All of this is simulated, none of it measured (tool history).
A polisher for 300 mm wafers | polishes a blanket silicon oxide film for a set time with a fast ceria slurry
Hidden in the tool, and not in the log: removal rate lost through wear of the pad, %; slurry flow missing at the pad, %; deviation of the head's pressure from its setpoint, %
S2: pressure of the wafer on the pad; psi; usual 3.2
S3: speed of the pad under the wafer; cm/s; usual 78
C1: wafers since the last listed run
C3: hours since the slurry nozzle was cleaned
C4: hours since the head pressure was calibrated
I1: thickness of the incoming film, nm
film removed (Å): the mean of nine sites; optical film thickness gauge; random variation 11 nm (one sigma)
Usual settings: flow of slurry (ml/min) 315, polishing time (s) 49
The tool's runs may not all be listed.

Run 1, hour 0.0: usual settings; C1 0; wafers polished on this pad 4045; C3 446.6; C4 266.1; I1 1951.3. Result: film removed (Å) 7120.
Run 2, hour 56.4: usual settings; C1 847; wafers polished on this pad 4893; C3 503.0; C4 322.5; I1 1891.9. Result: film removed (Å) 7126.
At hour 61.6: slurry nozzle cleaned.
At hour 71.8: worn pad replaced by a new one.
Run 3, hour 87.1: usual settings; C1 386; wafers polished on this pad 230; C3 25.5; C4 353.2; I1 1950.1. Result: film removed (Å) 7812.
Run 4, hour 136.7: usual settings but S3 66 cm/s; C1 745; wafers polished on this pad 975; C3 75.1; C4 402.8; I1 1925.1. Result: film removed (Å) 6316.
Run 5, hour 162.3: usual settings but S3 66 cm/s; C1 384; wafers polished on this pad 1360; C3 100.7; C4 428.4; I1 1912.0. Result: film removed (Å) 6411.
Run 6, hour 225.1: usual settings; C1 943; wafers polished on this pad 2303; C3 163.5; C4 491.2; I1 1904.7. Result: film removed (Å) 7512.
Run 7, hour 288.8: usual settings but S3 88 cm/s; C1 957; wafers polished on this pad 3260; C3 227.2; C4 554.9; I1 1954.6. Result: film removed (Å) 8397.
Run 8, hour 329.9: usual settings but flow of slurry (ml/min) 375, S3 70 cm/s; C1 617; wafers polished on this pad 3878; C3 268.3; C4 596.0; I1 1927.1. Result: film removed (Å) 6903.
Run 9, hour 378.1: usual settings but flow of slurry (ml/min) 375, S3 70 cm/s; C1 724; wafers polished on this pad 4602; C3 316.5; C4 644.2; I1 1951.5. Result: film removed (Å) 6726.
Run 10, hour 432.1: usual settings but S2 4.0 psi; C1 811; wafers polished on this pad 5413; C3 370.5; C4 698.2; I1 1915.2. Result: film removed (Å) 8743.
At hour 463.3: worn pad replaced by a new one.
Run 11, hour 501.8: usual settings; C1 987; wafers polished on this pad 579; C3 440.2; C4 767.9; I1 1933.2. Result: film removed (Å) 7238.
At hour 524.6: slurry nozzle cleaned.
Run 12, hour 543.0: usual settings; C1 603; wafers polished on this pad 1183; C3 18.4; C4 809.1; I1 1904.0. Result: film removed (Å) 7775.
Run 13, hour 575.6: usual settings; C1 489; wafers polished on this pad 1672; C3 51.0; C4 841.7; I1 1931.3. Result: film removed (Å) 7406.
Run 14, hour 633.2: usual settings; C1 865; wafers polished on this pad 2538; C3 108.6; C4 899.3; I1 1958.2. Result: film removed (Å) 7643.
Run 15, hour 669.6: usual settings; C1 546; wafers polished on this pad 3085; C3 145.0; C4 935.7; I1 1892.7. Result: film removed (Å) 7720.
Run 16, hour 705.1: usual settings but S2 3.9 psi; C1 533; wafers polished on this pad 3618; C3 180.5; C4 971.2; I1 1922.6. Result: film removed (Å) 8928.
Run 17, hour 770.5: usual settings but S2 2.4 psi, S3 56 cm/s; C1 982; wafers polished on this pad 4600; C3 245.9; C4 1036.6; I1 1919.1. Result: film removed (Å) 4144.
At hour 802.1: worn pad replaced by a new one.
Run 18, hour 805.0: usual settings but S2 2.4 psi, S3 56 cm/s; C1 458; wafers polished on this pad 43; C3 280.4; C4 1071.1; I1 1882.3. Result: film removed (Å) 4200.
Run 19, hour 864.8: usual settings; C1 898; wafers polished on this pad 942; C3 340.2; C4 1130.9; I1 1911.8. Result: film removed (Å) 7423.
Run 20, hour 908.7: usual settings but flow of slurry (ml/min) 240, S3 58 cm/s; C1 659; wafers polished on this pad 1601; C3 384.1; C4 1174.8; I1 1919.2. Result: film removed (Å) 5026.
Run 21, hour 933.4: usual settings but S3 68 cm/s, polishing time (s) 55; C1 371; wafers polished on this pad 1972; C3 408.8; C4 1199.5; I1 1915.5. Result: film removed (Å) 7287.
At hour 1005.3: slurry nozzle cleaned.
Run 22, hour 1069.3: usual settings but S2 4.2 psi, S3 52 cm/s, polishing time (s) 33; C1 2026; wafers polished on this pad 3999; C3 64.0; C4 1335.4; I1 1913.0. Result: film removed (Å) 4305.
At hour 1081.1: head pressure recalibrated.
Run 23, hour 1099.7: usual settings but flow of slurry (ml/min) 385; C1 426; wafers polished on this pad 4426; C3 94.4; C4 18.6; I1 1881.0. Result: film removed (Å) 7610.
Run 24, hour 1149.5: usual settings; C1 748; wafers polished on this pad 5174; C3 144.2; C4 68.4; I1 1929.1. Result: film removed (Å) 7620.
At hour 1159.4: worn pad replaced by a new one.
Run 25, hour 1215.7: usual settings but flow of slurry (ml/min) 225, S2 2.5 psi, polishing time (s) 44; C1 934; wafers polished on this pad 846; C3 210.4; C4 134.6; I1 1918.6. Result: film removed (Å) 5233.
Run 26, hour 1279.7: usual settings; C1 961; wafers polished on this pad 1807; C3 274.4; C4 198.6; I1 1881.6. Result: film removed (Å) 7460.
Run 27, hour 1318.1: usual settings but flow of slurry (ml/min) 235, S2 2.1 psi; C1 576; wafers polished on this pad 2384; C3 312.8; C4 237.0; I1 1917.7. Result: film removed (Å) 4877.
Run 28, hour 1350.0: usual settings; C1 479; wafers polished on this pad 2863; C3 344.7; C4 268.9; I1 1901.9. Result: film removed (Å) 7381.
Run 29, hour 1401.3: usual settings but flow of slurry (ml/min) 370, S3 92 cm/s; C1 770; wafers polished on this pad 3634; C3 396.0; C4 320.2; I1 1894.5. Result: film removed (Å) 8731.
Run 30, hour 1425.3: usual settings but S2 3.5 psi, S3 104 cm/s, polishing time (s) 33; C1 360; wafers polished on this pad 3995; C3 420.0; C4 344.2; I1 1906.4. Result: film removed (Å) 6894.
Run 31, hour 1451.6: usual settings but S3 66 cm/s, polishing time (s) 41; C1 395; wafers polished on this pad 4390; C3 446.3; C4 370.5; I1 1935.5. Result: film removed (Å) 5034.
Run 32, hour 1480.7: usual settings but flow of slurry (ml/min) 280, S2 4.2 psi; C1 437; wafers polished on this pad 4827; C3 475.4; C4 399.6; I1 1905.7. Result: film removed (Å) 9084.
At hour 1500.5: slurry nozzle cleaned.
At hour 1517.5: worn pad replaced by a new one.
Run 33, hour 1519.3: usual settings but polishing time (s) 58; C1 504; wafers polished on this pad 26; C3 18.8; C4 438.2; I1 1937.4. Result: film removed (Å) 9165.
Run 34, hour 1562.7: usual settings but flow of slurry (ml/min) 245, S2 3.6 psi, S3 60 cm/s, polishing time (s) 44; C1 652; wafers polished on this pad 678; C3 62.2; C4 481.6; I1 1904.0. Result: film removed (Å) 5714.
Run 35, hour 1623.7: usual settings; C1 916; wafers polished on this pad 1594; C3 123.2; C4 542.6; I1 1922.9. Result: film removed (Å) 7596.
Run 36, hour 1691.4: usual settings; C1 1017; wafers polished on this pad 2612; C3 190.9; C4 610.3; I1 1914.2. Result: film removed (Å) 7678.
Run 37, hour 1743.5: usual settings but S3 86 cm/s; C1 782; wafers polished on this pad 3394; C3 243.0; C4 662.4; I1 1904.5. Result: film removed (Å) 8247.

Forecast each of these 4 alternatives for the next run:
Run A, hour 1743.9: usual settings but flow of slurry (ml/min) 215; C1 6; wafers polished on this pad 3400; C3 243.4; C4 662.8; I1 1903.7. Result: film removed (Å) ?.
Run B, hour 1743.9: usual settings but flow of slurry (ml/min) 275, S2 3.7 psi, S3 50 cm/s, polishing time (s) 44; C1 6; wafers polished on this pad 3400; C3 243.4; C4 662.8; I1 1903.7. Result: film removed (Å) ?.
Run C, hour 1743.9: usual settings but flow of slurry (ml/min) 385, S2 3.7 psi, polishing time (s) 64; C1 6; wafers polished on this pad 3400; C3 243.4; C4 662.8; I1 1903.7. Result: film removed (Å) ?.
Run D, hour 1743.9: usual settings but flow of slurry (ml/min) 210, S2 3.9 psi, polishing time (s) 56; C1 6; wafers polished on this pad 3400; C3 243.4; C4 662.8; I1 1903.7. Result: film removed (Å) ?.

run  film removed (Å)
  A              6917
  B              4721
  C             11151
  D              9388
Without the tool's hidden state the same runs would have given:
run  film removed (Å)
  A              7206
  B              4872
  C             11400
  D              9791
